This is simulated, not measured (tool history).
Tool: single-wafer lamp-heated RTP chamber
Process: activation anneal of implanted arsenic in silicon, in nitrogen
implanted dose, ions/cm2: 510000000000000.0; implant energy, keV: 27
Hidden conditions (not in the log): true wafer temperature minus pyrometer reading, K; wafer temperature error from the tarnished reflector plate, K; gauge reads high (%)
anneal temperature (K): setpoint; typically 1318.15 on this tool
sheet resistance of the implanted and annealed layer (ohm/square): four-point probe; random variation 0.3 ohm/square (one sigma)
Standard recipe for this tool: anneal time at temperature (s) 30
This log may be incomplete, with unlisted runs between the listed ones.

run     day  anneal temperature (K)  anneal time at temperature (s)  wafers since the last listed run  wafers since the last pyrometer calibration  wafers since the reflector plate was cleaned  hours since the gauge calibration  read-back reference wafer on the same gauge, sheet resistance  sheet resistance of the implanted and annealed layer (ohm/square)
  1       0                 1318.15                              38                                 0                                         1759                                          7116                              745.6                                                         168.98                                                             164.51
  2   1.725                 1318.15                              38                               323                                         2082                                          7439                                787                                                         168.99                                                             164.22
  3   3.538                 1342.15                              30                               339                                         2422                                          7779                              830.5                                                         169.04                                                              162.7
  4   6.421                 1333.15                              22                               540                                         2962                                          8319                              899.7                                                         168.99                                                             165.58
  5  10.683                 1333.15                              22                               798                                         3760                                          9117                               1002                                                         168.99                                                             165.57
  6  12.675                 1318.15                              30                               373                                         4133                                          9490                             1049.8                                                         168.97                                                             165.71
  7  14.712                 1318.15                              30                               381                                         4515                                          9872                             1098.7                                                          168.9                                                             165.97
  8  18.871                 1318.15                              30                               778                                         5294                                         10651                             1198.5                                                         168.91                                                             165.75
     20.029  -- reflector plate cleaned
     22.988  -- gauge calibrated
  9  23.233                 1318.15                              30                               754                                         6048                                           600                                5.9                                                         168.82                                                             165.47
 10  25.525                 1318.15                              30                               429                                         6478                                          1029                               60.9                                                         169.09                                                             165.29
 11  28.667                 1318.15                              30                               588                                         7066                                          1618                              136.3                                                         168.95                                                              165.6
 12  30.971                 1332.15                              20                               431                                         7498                                          2049                              191.6                                                         169.18                                                             165.17
 13  32.812                 1330.15                              30                               344                                         7843                                          2394                              235.8                                                         168.93                                                             163.07
     34.917  -- pyrometer window cleaned and pyrometer calibrated
 14  36.583                 1318.15                              30                               643                                          312                                          3038                              326.3                                                         169.13                                                             166.14
 15  38.717                 1335.15                              39                               399                                          711                                          3438                              377.5                                                         169.03                                                                162
 16   42.25                 1292.15                              15                               661                                         1373                                          4099                              462.3                                                         169.01                                                             171.33
 17  45.404                 1338.15                              39                               590                                         1964                                          4690                                538                                                         169.08                                                              161.6
 18  48.538                 1345.15                              30                               586                                         2551                                          5277                              613.2                                                         168.99                                                             161.84
 19  52.012                 1318.15                              30                               650                                         3202                                          5928                              696.6                                                         168.95                                                              166.3
 20  54.358                 1318.15                              30                               439                                         3641                                          6367                              752.9                                                         168.89                                                             165.86
 21  56.171                 1306.15                              48                               339                                         3981                                          6707                              796.4                                                         169.01                                                             164.05

Give the tool's hidden conditions for every run:
wafer temperature error from the tarnished reflector plate, K: 0 on each run
gauge reads high (%): 0 on each run
H1: true wafer temperature minus pyrometer reading, K
run    H1
  1  2.62
  2  2.99
  3  3.36
  4  3.97
  5  4.86
  6  5.28
  7   5.7
  8  6.57
  9  7.48
 10  7.96
 11  8.62
 12   9.1
 13  9.49
 14  1.15
 15  1.59
 16  2.33
 17  2.99
 18  3.65
 19  4.37
 20  4.86
 21  5.24

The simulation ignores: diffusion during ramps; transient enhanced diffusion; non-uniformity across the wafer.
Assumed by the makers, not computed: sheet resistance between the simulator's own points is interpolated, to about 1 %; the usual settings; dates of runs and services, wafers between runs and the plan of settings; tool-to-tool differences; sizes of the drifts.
